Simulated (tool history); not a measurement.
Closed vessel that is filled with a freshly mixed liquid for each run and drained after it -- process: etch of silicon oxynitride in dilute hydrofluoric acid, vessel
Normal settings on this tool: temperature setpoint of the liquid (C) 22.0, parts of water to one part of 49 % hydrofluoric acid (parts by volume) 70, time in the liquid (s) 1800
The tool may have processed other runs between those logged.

run	day	temperature setpoint of the liquid (C)	parts of water to one part of 49 % hydrofluoric acid (parts by volume)	time in the liquid (s)	wafers since the last listed run	hours since the thermometer was replaced	hours since the hydrofluoric acid flow meter was replaced	hours since the gauge calibration	read-back film thickness of the silicon oxynitride reference wafer, read on the same gauge (nm)	thickness taken off the silicon oxynitride on a monitor wafer (Å)
1	0.000	22.0	70	1800	0	53.7	280.2	124.9	129.99	413.2
2	3.800	22.0	60	1800	2821	144.9	371.4	216.1	130.00	486.0
3	7.167	22.0	60	1800	2499	225.7	452.2	296.9	130.01	485.2
4	10.275	22.0	70	1800	2307	300.3	526.8	371.5	129.99	413.1
5	14.212	20.5	70	2330	2923	394.8	621.3	466.0	130.00	495.3
6	16.804	20.5	70	2330	1924	457.0	683.5	528.2	129.99	493.9
7	20.625	20.5	70	2330	2837	548.7	775.2	619.9	130.01	488.7
8	24.925	22.0	70	1120	3192	651.9	878.4	723.1	130.02	251.9
9	26.896	22.0	70	2205	1463	699.2	925.7	770.4	130.01	502.2
10	31.083	22.0	70	1800	3109	799.7	1026.2	870.9	130.00	402.1
11	33.438	22.0	70	1800	1747	856.2	1082.7	927.4	130.04	406.2
# day 33.771: hydrofluoric acid flow meter replaced
12	35.221	22.0	70	1800	1293	899.0	34.8	970.2	130.03	418.3
13	38.467	26.5	50	2860	2410	976.9	112.7	1048.1	130.02	1181.3
14	42.275	25.0	70	1800	2827	1068.3	204.1	1139.5	130.03	483.6
# day 46.075: thermometer replaced
15	46.092	26.0	70	1385	2802	0.4	295.7	1231.1	130.01	389.2
16	48.679	22.0	50	1800	1921	62.5	357.8	1293.2	129.99	593.6
17	51.533	22.0	70	1800	2119	131.0	426.3	1361.7	129.97	416.1
18	53.979	19.0	70	1305	1816	189.7	485.0	1420.4	130.00	257.8
19	56.125	22.0	70	1800	1593	241.2	536.5	1471.9	129.99	412.0
20	58.479	19.5	55	1515	1747	297.7	593.0	1528.4	130.01	392.2
21	60.804	17.0	70	845	1726	353.5	648.8	1584.2	130.00	151.5
# day 61.262: gauge calibrated
22	64.883	22.0	70	1800	3028	451.4	746.7	86.9	129.99	408.2
23	68.308	20.0	95	1400	2543	533.6	828.9	169.1	129.97	208.1
24	72.108	18.0	80	1440	2821	624.8	920.1	260.3	130.01	232.6
25	76.083	26.5	70	2190	2951	720.2	1015.5	355.7	130.00	612.2
# day 78.092: hydrofluoric acid flow meter replaced
26	79.850	26.5	50	2775	2765	810.6	42.2	446.1	130.00	1131.5
27	82.488	20.5	70	1070	1958	873.9	105.5	509.4	130.00	230.8
28	85.046	22.0	70	2235	1899	935.3	166.9	570.8	129.98	517.1
29	88.504	20.5	40	1165	2567	1018.3	249.9	653.8	130.00	447.7
30	92.825	22.0	55	1080	3208	1122.0	353.6	757.5	130.01	317.6
# day 94.483: thermometer replaced
31	96.071	22.0	70	2235	2379	38.1	431.5	835.4	129.99	508.1
32	100.158	20.5	80	880	3035	136.2	529.6	933.5	130.01	163.2

Describe how what the log doesn't record of the tool's condition differs between the last listed run preceding each entry between runs and the first listed run following it.
After run 11, before run 12: hydrofluoric acid flow meter replaced (day 33.771)
  hydrofluoric acid flow below the setpoint (%): 3.38 -> 0.252
  the result without the hidden state subtracted from the measured one, thickness taken off the silicon oxynitride on a monitor wafer (Å): -15.1 -> -1.2
After run 14, before run 15: thermometer replaced (day 46.075)
  hydrofluoric acid flow below the setpoint (%): 0.716 -> 0.968
  the result without the hidden state subtracted from the measured one, thickness taken off the silicon oxynitride on a monitor wafer (Å): -3.8 -> -4.0
After run 21, before run 22: gauge calibrated (day 61.262)
  hydrofluoric acid flow below the setpoint (%): 1.94 -> 2.21
  the result without the hidden state subtracted from the measured one, thickness taken off the silicon oxynitride on a monitor wafer (Å): -3.1 -> -9.7
After run 25, before run 26: hydrofluoric acid flow meter replaced (day 78.092)
  hydrofluoric acid flow below the setpoint (%): 2.94 -> 0.499
  the result without the hidden state subtracted from the measured one, thickness taken off the silicon oxynitride on a monitor wafer (Å): -19.8 -> -6.0
After run 30, before run 31: thermometer replaced (day 94.483)
  hydrofluoric acid flow below the setpoint (%): 1.35 -> 1.57
  the result without the hidden state subtracted from the measured one, thickness taken off the silicon oxynitride on a monitor wafer (Å): -4.5 -> -8.5

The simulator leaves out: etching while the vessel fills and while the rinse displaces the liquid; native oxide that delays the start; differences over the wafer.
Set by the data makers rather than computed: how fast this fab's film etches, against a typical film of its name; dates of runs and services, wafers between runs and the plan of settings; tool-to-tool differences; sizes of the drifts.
